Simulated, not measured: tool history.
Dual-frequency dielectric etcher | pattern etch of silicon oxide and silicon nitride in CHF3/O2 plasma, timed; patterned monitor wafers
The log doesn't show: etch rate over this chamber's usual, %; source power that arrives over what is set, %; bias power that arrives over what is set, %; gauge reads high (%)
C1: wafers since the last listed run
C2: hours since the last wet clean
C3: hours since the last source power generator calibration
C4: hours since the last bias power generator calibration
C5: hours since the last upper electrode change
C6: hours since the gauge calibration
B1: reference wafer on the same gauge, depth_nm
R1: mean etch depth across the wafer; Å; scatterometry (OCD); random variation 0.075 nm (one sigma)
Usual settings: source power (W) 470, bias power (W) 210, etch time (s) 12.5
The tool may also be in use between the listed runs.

run 1 hour=0.0 | source_power_(W)=470 bias_power_(W)=210 etch_time_(s)=15.0 | C1=0 C2=278.2 C3=2448.3 C4=2441.2 C5=4936.7 C6=173.2 | B1=16.10 | R1=189.2
run 2 hour=6.7 | source_power_(W)=470 bias_power_(W)=210 etch_time_(s)=15.0 | C1=133 C2=284.9 C3=2455.0 C4=2447.9 C5=4943.4 C6=179.9 | B1=16.08 | R1=190.6
run 3 hour=22.8 | source_power_(W)=470 bias_power_(W)=210 etch_time_(s)=15.0 | C1=321 C2=301.0 C3=2471.1 C4=2464.0 C5=4959.5 C6=196.0 | B1=16.14 | R1=190.2
run 4 hour=37.7 | source_power_(W)=540 bias_power_(W)=210 etch_time_(s)=12.5 | C1=297 C2=315.9 C3=2486.0 C4=2478.9 C5=4974.4 C6=210.9 | B1=16.09 | R1=167.3
run 5 hour=45.2 | source_power_(W)=540 bias_power_(W)=210 etch_time_(s)=12.5 | C1=149 C2=323.4 C3=2493.5 C4=2486.4 C5=4981.9 C6=218.4 | B1=16.11 | R1=168.3
run 6 hour=56.6 | source_power_(W)=540 bias_power_(W)=210 etch_time_(s)=12.5 | C1=227 C2=334.8 C3=2504.9 C4=2497.8 C5=4993.3 C6=229.8 | B1=16.10 | R1=166.0
run 7 hour=66.8 | source_power_(W)=470 bias_power_(W)=210 etch_time_(s)=12.5 | C1=203 C2=345.0 C3=2515.1 C4=2508.0 C5=5003.5 C6=240.0 | B1=16.11 | R1=157.0
run 8 hour=78.7 | source_power_(W)=470 bias_power_(W)=210 etch_time_(s)=12.5 | C1=237 C2=356.9 C3=2527.0 C4=2519.9 C5=5015.4 C6=251.9 | B1=16.12 | R1=157.1
-- hour=88.7 source power generator calibrated
-- hour=91.3 bias power generator calibrated
run 9 hour=96.4 | source_power_(W)=470 bias_power_(W)=210 etch_time_(s)=12.5 | C1=221 C2=374.6 C3=7.7 C4=5.1 C5=5033.1 C6=269.6 | B1=16.07 | R1=156.1
-- hour=103.1 gauge calibrated
run 10 hour=106.8 | source_power_(W)=370 bias_power_(W)=161 etch_time_(s)=15.5 | C1=207 C2=385.0 C3=18.1 C4=15.5 C5=5043.5 C6=3.7 | B1=16.09 | R1=149.5
run 11 hour=122.2 | source_power_(W)=540 bias_power_(W)=227 etch_time_(s)=12.5 | C1=307 C2=400.4 C3=33.5 C4=30.9 C5=5058.9 C6=19.1 | B1=16.09 | R1=171.5
run 12 hour=136.7 | source_power_(W)=470 bias_power_(W)=210 etch_time_(s)=9.5 | C1=289 C2=414.9 C3=48.0 C4=45.4 C5=5073.4 C6=33.6 | B1=16.10 | R1=117.2
run 13 hour=148.7 | source_power_(W)=470 bias_power_(W)=210 etch_time_(s)=12.5 | C1=239 C2=426.9 C3=60.0 C4=57.4 C5=5085.4 C6=45.6 | B1=16.11 | R1=154.9
-- hour=177.0 wet clean of the chamber
run 14 hour=177.5 | source_power_(W)=470 bias_power_(W)=210 etch_time_(s)=13.5 | C1=95 C2=0.5 C3=88.8 C4=86.2 C5=5114.2 C6=74.4 | B1=16.10 | R1=177.1
run 15 hour=181.8 | source_power_(W)=580 bias_power_(W)=181 etch_time_(s)=16.0 | C1=85 C2=4.8 C3=93.1 C4=90.5 C5=5118.5 C6=78.7 | B1=16.12 | R1=213.0
-- hour=206.5 upper electrode replaced
run 16 hour=207.0 | source_power_(W)=570 bias_power_(W)=210 etch_time_(s)=16.0 | C1=23 C2=30.0 C3=118.3 C4=115.7 C5=0.5 C6=103.9 | B1=16.09 | R1=226.5
run 17 hour=207.3 | source_power_(W)=550 bias_power_(W)=160 etch_time_(s)=9.0 | C1=5 C2=30.3 C3=118.6 C4=116.0 C5=0.8 C6=104.2 | B1=16.08 | R1=108.2
run 18 hour=220.1 | source_power_(W)=560 bias_power_(W)=223 etch_time_(s)=16.0 | C1=255 C2=43.1 C3=131.4 C4=128.8 C5=13.6 C6=117.0 | B1=16.09 | R1=232.2
run 19 hour=271.1 | source_power_(W)=470 bias_power_(W)=210 etch_time_(s)=12.5 | C1=1017 C2=94.1 C3=182.4 C4=179.8 C5=64.6 C6=168.0 | B1=16.10 | R1=162.6

Forecast each of these 3 alternatives for the next run:
run A hour=271.5 | source_power_(W)=470 bias_power_(W)=210 etch_time_(s)=12.5 | C1=7 C2=94.5 C3=182.8 C4=180.2 C5=65.0 C6=168.4 | B1=? | R1=?
run B hour=271.5 | source_power_(W)=380 bias_power_(W)=257 etch_time_(s)=12.5 | C1=7 C2=94.5 C3=182.8 C4=180.2 C5=65.0 C6=168.4 | B1=? | R1=?
run C hour=271.5 | source_power_(W)=540 bias_power_(W)=210 etch_time_(s)=9.5 | C1=7 C2=94.5 C3=182.8 C4=180.2 C5=65.0 C6=168.4 | B1=? | R1=?

run=A B1=16.06 R1=162.1
run=B B1=16.06 R1=165.0
run=C B1=16.06 R1=130.7
Without the tool's hidden state the same runs would have given:
run=A R1=164.2
run=B R1=167.1
run=C R1=132.3

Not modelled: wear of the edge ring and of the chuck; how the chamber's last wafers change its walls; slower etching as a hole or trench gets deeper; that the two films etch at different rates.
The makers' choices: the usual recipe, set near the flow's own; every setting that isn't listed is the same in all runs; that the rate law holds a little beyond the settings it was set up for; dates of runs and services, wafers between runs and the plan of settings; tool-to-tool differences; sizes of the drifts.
